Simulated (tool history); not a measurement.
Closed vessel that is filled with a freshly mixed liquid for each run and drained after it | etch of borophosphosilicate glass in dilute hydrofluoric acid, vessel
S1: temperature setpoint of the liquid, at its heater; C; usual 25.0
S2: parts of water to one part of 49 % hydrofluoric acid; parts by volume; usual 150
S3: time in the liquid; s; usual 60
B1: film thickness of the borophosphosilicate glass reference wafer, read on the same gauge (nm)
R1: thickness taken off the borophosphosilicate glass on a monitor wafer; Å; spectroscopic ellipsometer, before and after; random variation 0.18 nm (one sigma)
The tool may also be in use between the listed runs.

run,hour,S1,S2,S3,B1,R1
1,0.0,25.0,150,50,140.05,189.3
2,30.2,25.0,150,60,140.03,230.2
3,62.6,25.0,150,60,140.03,226.0
4,89.8,25.0,150,60,139.98,231.0
5,123.5,25.0,150,60,139.97,230.0
6,156.7,25.0,150,60,140.01,231.4
7,168.9,25.0,150,60,139.98,228.9
# hour 189.9: hydrofluoric acid flow meter replaced
8,195.7,21.0,150,60,140.01,197.1
# hour 263.0: thermometer replaced
9,283.5,21.0,150,60,140.01,186.7
10,315.2,28.0,150,60,139.96,245.3
11,327.6,28.0,150,60,140.04,243.7
12,358.5,25.0,150,60,140.03,218.3
13,394.2,25.0,150,45,140.01,165.6
14,406.6,25.0,150,45,139.98,164.0
15,428.6,20.5,80,70,140.03,442.4
16,448.7,28.0,150,60,140.01,248.2
17,466.1,25.0,90,85,140.01,563.8
18,483.4,26.5,150,35,139.97,136.4
19,504.4,26.5,150,60,139.97,232.5
20,522.1,29.0,90,50,139.99,384.0
21,548.9,25.0,150,95,139.97,347.4
# hour 556.6: gauge calibrated
22,647.9,23.0,150,30,139.98,104.5
23,670.8,25.0,150,75,139.97,277.4
24,689.7,22.5,215,50,140.00,110.3
25,709.5,30.0,150,40,139.99,180.4
26,757.8,25.0,150,60,140.00,225.1
27,779.5,25.0,150,60,139.96,226.5
28,802.3,20.5,150,60,139.97,187.7
29,820.4,25.0,150,60,140.01,222.3
30,832.5,27.5,185,90,140.01,290.0
31,866.7,23.5,95,45,139.99,268.8
32,884.1,28.5,110,85,139.99,524.9

4 ways to go on from here, each from the tool as it stands after run 32. What would each give?
A,884.8,25.0,150,60,?,?
B,884.8,25.0,150,80,?,?
C,884.8,20.0,150,60,?,?
D,884.8,25.0,185,60,?,?

run,B1,R1
A,140.02,223.5
B,140.02,298.0
C,140.02,184.3
D,140.02,174.0
Without the tool's hidden state the same runs would have given:
run,R1
A,217.9
B,290.5
C,179.5
D,169.8
